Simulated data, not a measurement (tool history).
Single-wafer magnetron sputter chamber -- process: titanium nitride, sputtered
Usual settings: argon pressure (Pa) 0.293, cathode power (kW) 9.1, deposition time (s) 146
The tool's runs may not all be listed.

| run | hour | argon pressure (Pa) | cathode power (kW) | deposition time (s) | wafers since the last listed run | wafers on the sputter target | hours since the last manometer calibration | hours since the magnet pack was replaced | hours since the gauge calibration | read-back reference wafer on the same gauge, thickness_nm | mean film thickness on the monitor wafer (nm) |
|---|---|---|---|---|---|---|---|---|---|---|---|
| 1 | 0 | 0.384 | 9.1 | 146 | 0 | 4326 | 1805 | 7376.1 | 654.3 | 250.352 | 238.307 |
| 2 | 31.4 | 0.384 | 9.1 | 146 | 261 | 4587 | 1836.4 | 7407.5 | 685.7 | 249.93 | 239.81 |
| 3 | 68.6 | 0.293 | 9.1 | 146 | 309 | 4897 | 1873.6 | 7444.7 | 722.9 | 249.435 | 244.953 |
| 4 | 124.1 | 0.293 | 9.1 | 146 | 461 | 5359 | 1929.1 | 7500.2 | 778.4 | 248.566 | 244.595 |
| 5 | 154.3 | 0.293 | 9.1 | 146 | 251 | 5610 | 1959.3 | 7530.4 | 808.6 | 248.312 | 244.116 |
| 6 | 188.8 | 0.293 | 9.1 | 146 | 287 | 5897 | 1993.8 | 7564.9 | 843.1 | 247.596 | 242.056 |
| 7 | 224.9 | 0.293 | 9.1 | 146 | 300 | 6197 | 2029.9 | 7601 | 879.2 | 246.858 | 241.742 |
| 8 | 267.2 | 0.268 | 9.1 | 146 | 351 | 6549 | 2072.2 | 7643.3 | 921.5 | 246.097 | 243.115 |
|  | 281.7 | magnet pack replaced |
| 9 | 297.4 | 0.268 | 9.1 | 146 | 184 | 6734 | 2102.4 | 15.7 | 951.7 | 245.095 | 242.577 |
|  | 341 | gauge calibrated |
| 10 | 369.3 | 0.35 | 9.85 | 169 | 598 | 7332 | 2174.3 | 87.6 | 28.3 | 254.588 | 310.077 |
|  | 399.6 | sputter target and shields replaced |
| 11 | 431.3 | 0.293 | 9.1 | 146 | 449 | 263 | 2236.3 | 149.6 | 90.3 | 254.721 | 249.65 |
| 12 | 470.6 | 0.293 | 9.1 | 146 | 327 | 590 | 2275.6 | 188.9 | 129.6 | 254.525 | 250.397 |
|  | 518.7 | capacitance manometer re-zeroed and calibrated |
| 13 | 540 | 0.409 | 8 | 170 | 510 | 1101 | 21.3 | 258.3 | 199 | 254.416 | 246.369 |
| 14 | 587.6 | 0.221 | 9.1 | 146 | 396 | 1497 | 68.9 | 305.9 | 246.6 | 254.332 | 254.842 |
| 15 | 641.2 | 0.293 | 6.9 | 173 | 446 | 1943 | 122.5 | 359.5 | 300.2 | 253.719 | 222.314 |
| 16 | 705.4 | 0.293 | 11.25 | 146 | 534 | 2478 | 186.7 | 423.7 | 364.4 | 253.454 | 308.265 |
| 17 | 738.2 | 0.245 | 9.1 | 146 | 272 | 2751 | 219.5 | 456.5 | 397.2 | 252.964 | 253.512 |
| 18 | 784.3 | 0.23 | 9.1 | 146 | 383 | 3134 | 265.6 | 502.6 | 443.3 | 252.763 | 254.498 |

Some steps in mean film thickness on the monitor wafer (nm) between neighbouring runs. How much of each would the tool show without its hidden state too (settings, what came in, random variation), and how much is left for the hidden state, with any gauge scatter that isn't in both results?
The tool's hidden condition here consists of: deposition rate above that of a new target (%); true argon pressure above the setpoint (%); gauge reads high (%).
Run 9 -> 10: argon pressure (Pa) 0.268 -> 0.35, cathode power (kW) 9.1 -> 9.85, deposition time (s) 146 -> 169, gauge calibrated. mean film thickness on the monitor wafer (nm) +67.5: hidden state +9.445, all else +58.055.
Run 15 -> 16: cathode power (kW) 6.9 -> 11.25, deposition time (s) 173 -> 146. mean film thickness on the monitor wafer (nm) +85.951: hidden state -0.981, all else +86.932.
